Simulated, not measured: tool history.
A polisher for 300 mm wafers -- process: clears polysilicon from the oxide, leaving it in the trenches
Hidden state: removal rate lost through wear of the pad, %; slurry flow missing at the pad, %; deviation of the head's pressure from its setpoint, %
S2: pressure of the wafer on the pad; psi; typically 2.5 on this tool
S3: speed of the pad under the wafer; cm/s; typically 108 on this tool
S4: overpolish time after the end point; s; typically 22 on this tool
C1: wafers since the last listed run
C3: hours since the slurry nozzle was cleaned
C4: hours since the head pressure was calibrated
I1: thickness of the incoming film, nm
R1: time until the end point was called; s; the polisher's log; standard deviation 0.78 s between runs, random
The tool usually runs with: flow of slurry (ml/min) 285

Run 1, hour 0.0: usual settings but S4 27 s; C1 0; wafers polished on this pad 821; C3 16.4; C4 301.6; I1 645.4. Result: R1 49.3 s.
Run 2, hour 106.3: usual settings but S4 27 s; C1 1050; wafers polished on this pad 1872; C3 122.7; C4 407.9; I1 662.2. Result: R1 50.9 s.
At hour 174.7: worn pad replaced by a new one.
Run 3, hour 192.0: usual settings but S3 130 cm/s; C1 807; wafers polished on this pad 170; C3 208.4; C4 493.6; I1 658.4. Result: R1 43.5 s.
Run 4, hour 302.5: usual settings but S4 32 s; C1 1092; wafers polished on this pad 1263; C3 318.9; C4 604.1; I1 648.8. Result: R1 50.4 s.
At hour 356.6: slurry nozzle cleaned.
Run 5, hour 359.0: usual settings but S4 32 s; C1 548; wafers polished on this pad 1811; C3 2.4; C4 660.6; I1 653.0. Result: R1 52.3 s.
At hour 410.6: worn pad replaced by a new one.
Run 6, hour 445.5: usual settings but S4 32 s; C1 815; wafers polished on this pad 345; C3 88.9; C4 747.1; I1 645.6. Result: R1 52.0 s.
Run 7, hour 521.1: usual settings; C1 747; wafers polished on this pad 1092; C3 164.5; C4 822.7; I1 649.7. Result: R1 53.7 s.
Run 8, hour 612.0: usual settings; C1 898; wafers polished on this pad 1991; C3 255.4; C4 913.6; I1 662.0. Result: R1 57.3 s.
At hour 619.5: head pressure recalibrated.
At hour 626.4: worn pad replaced by a new one.
Run 9, hour 708.9: usual settings but S3 130 cm/s; C1 898; wafers polished on this pad 815; C3 352.3; C4 89.4; I1 647.1. Result: R1 39.7 s.
At hour 719.3: slurry nozzle cleaned.
Run 10, hour 765.6: usual settings but flow of slurry (ml/min) 260, S4 11 s; C1 550; wafers polished on this pad 1366; C3 46.3; C4 146.1; I1 651.6. Result: R1 50.1 s.
At hour 836.4: worn pad replaced by a new one.
Run 11, hour 848.7: usual settings but S2 2.8 psi, S4 15 s; C1 782; wafers polished on this pad 121; C3 129.4; C4 229.2; I1 657.1. Result: R1 43.4 s.
At hour 1052.8: worn pad replaced by a new one.
Run 12, hour 1068.2: usual settings but S2 1.7 psi, S4 33 s; C1 2130; wafers polished on this pad 151; C3 348.9; C4 448.7; I1 650.3. Result: R1 72.9 s.
At hour 1076.5: slurry nozzle cleaned.
Run 13, hour 1114.4: usual settings but flow of slurry (ml/min) 195, S4 15 s; C1 446; wafers polished on this pad 598; C3 37.9; C4 494.9; I1 637.8. Result: R1 50.4 s.
Run 14, hour 1181.4: usual settings but flow of slurry (ml/min) 190, S2 2.1 psi, S3 128 cm/s, S4 28 s; C1 662; wafers polished on this pad 1261; C3 104.9; C4 561.9; I1 655.3. Result: R1 54.5 s.

Here are 3 independent what-if runs from the current tool condition. What would each one return?
Run A, hour 1181.8: usual settings; C1 3; wafers polished on this pad 1265; C3 105.3; C4 562.3; I1 639.5. Result: R1 ?.
Run B, hour 1181.8: usual settings but flow of slurry (ml/min) 250, S2 1.7 psi; C1 3; wafers polished on this pad 1265; C3 105.3; C4 562.3; I1 639.5. Result: R1 ?.
Run C, hour 1181.8: usual settings but S3 98 cm/s; C1 3; wafers polished on this pad 1265; C3 105.3; C4 562.3; I1 639.5. Result: R1 ?.

run    R1
  A  50.7
  B  75.3
  C  55.9
With no hidden state in the tool, these same runs would have given:
run    R1
  A  49.0
  B  72.8
  C  54.0

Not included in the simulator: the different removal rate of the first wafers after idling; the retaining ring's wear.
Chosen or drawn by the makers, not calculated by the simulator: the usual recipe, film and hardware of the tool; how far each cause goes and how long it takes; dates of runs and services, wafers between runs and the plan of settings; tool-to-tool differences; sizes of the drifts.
